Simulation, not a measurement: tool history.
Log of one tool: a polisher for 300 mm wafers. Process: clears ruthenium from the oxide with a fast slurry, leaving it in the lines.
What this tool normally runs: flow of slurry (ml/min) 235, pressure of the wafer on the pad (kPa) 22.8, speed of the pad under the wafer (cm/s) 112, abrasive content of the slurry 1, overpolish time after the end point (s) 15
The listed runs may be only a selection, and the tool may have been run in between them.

run   hour  flow of slurry (ml/min)  pressure of the wafer on the pad (kPa)  speed of the pad under the wafer (cm/s)  abrasive content of the slurry  overpolish time after the end point (s)  incoming thickness of the incoming film, nm  time until the end point was called (s)  dishing of a wide line in a test structure (Å)
  1      0                      235                                    22.8                                      112                             1.2                                       15                                        191.6                                     36.3                                             642
        12  -- worn pad replaced by a new one
  2   12.5                      235                                    22.8                                      112                             1.2                                       15                                        192.5                                     36.4                                             646
  3   18.7                      290                                    22.8                                      112                               1                                       17                                        189.4                                     39.2                                             665
  4   31.3                      290                                    22.8                                      112                               1                                       17                                          188                                     38.9                                             669
  5   40.7                      235                                    16.5                                      112                               1                                       15                                        190.4                                     55.6                                             448
  6   55.5                      235                                    22.8                                      112                               1                                       15                                        190.6                                     39.5                                             585
  7     70                      235                                    22.8                                      112                               1                                       15                                        190.8                                       40                                             590
      82.1  -- worn pad replaced by a new one
  8     87                      235                                    22.8                                      112                               1                                       15                                          190                                     40.5                                             575
  9  101.6                      235                                    22.8                                      112                               1                                       15                                        193.7                                     42.3                                             595
 10  109.3                      235                                    22.8                                      112                               1                                       15                                        189.7                                     41.3                                             572
 11  121.3                      235                                    22.8                                      112                               1                                       15                                        189.2                                     41.5                                             586
     126.1  -- slurry blender recalibrated
 12  127.4                      235                                    22.8                                      112                               1                                       15                                        190.4                                       42                                             582
 13  135.5                      180                                    22.8                                       96                               1                                       15                                        187.4                                     49.9                                             493
 14  145.7                      235                                    22.8                                      112                               1                                       15                                        190.9                                     42.1                                             570
     158.1  -- slurry nozzle cleaned
     162.6  -- worn pad replaced by a new one
 15  163.1                      205                                    22.8                                      112                               1                                       15                                        191.7                                     41.9                                             552
 16  165.8                      235                                    22.8                                      112                               1                                       15                                        190.6                                     42.6                                             568
 17  176.3                      235                                    22.8                                      112                            1.25                                       23                                        191.5                                     37.4                                             885
 18  190.2                      310                                    22.8                                      112                            0.75                                        7                                        188.6                                     50.1                                             243
     202.3  -- head pressure recalibrated
 19  204.9                      235                                    22.8                                      112                             0.9                                       15                                        191.8                                     39.5                                             607
 20  222.8                      235                                    22.8                                      112                            1.25                                       23                                        191.2                                     32.2                                             995
     234.9  -- worn pad replaced by a new one
 21  238.6                      235                                    22.8                                      112                               1                                       15                                        192.7                                     37.1                                             621
 22  285.5                      235                                    22.8                                      112                               1                                       15                                        187.2                                     36.1                                             623
 23  295.4                      235                                    22.8                                      112                               1                                       12                                        191.1                                     37.8                                             515
 24  305.5                      235                                    22.8                                      102                             1.1                                       10                                        190.6                                     38.8                                             427
     316.3  -- worn pad replaced by a new one
 25  319.7                      235                                    22.8                                       96                               1                                       15                                        190.5                                     43.5                                             549
 26  337.7                      235                                    22.8                                      112                               1                                       15                                        191.9                                     37.9                                             620
 27  351.7                      235                                    22.8                                      112                             0.7                                       15                                        190.8                                     49.2                                             487
 28  359.5                      215                                    22.8                                      112                               1                                       24                                        189.7                                     37.7                                             904

Alternative continuations, all from the tool just after run 28; predict every row:
  A  359.9                      235                                    22.8                                      112                               1                                       15                                        191.9                                        ?                                               ?
  B  359.9                      235                                    22.8                                      142                               1                                        9                                        191.9                                        ?                                               ?
  C  359.9                      235                                    22.8                                      140                             0.9                                       10                                        191.9                                        ?                                               ?
  D  359.9                      305                                    22.8                                      112                             0.9                                       15                                        191.9                                        ?                                               ?

run  time until the end point was called (s)  dishing of a wide line in a test structure (Å)
  A                                     38.6                                             618
  B                                     30.5                                             486
  C                                     33.1                                             497
  D                                     40.4                                             595
Without the tool's unlogged condition, the same runs would have read:
run  time until the end point was called (s)  dishing of a wide line in a test structure (Å)
  A                                     37.4                                             636
  B                                     29.5                                             501
  C                                       32                                             512
  D                                       39                                             612

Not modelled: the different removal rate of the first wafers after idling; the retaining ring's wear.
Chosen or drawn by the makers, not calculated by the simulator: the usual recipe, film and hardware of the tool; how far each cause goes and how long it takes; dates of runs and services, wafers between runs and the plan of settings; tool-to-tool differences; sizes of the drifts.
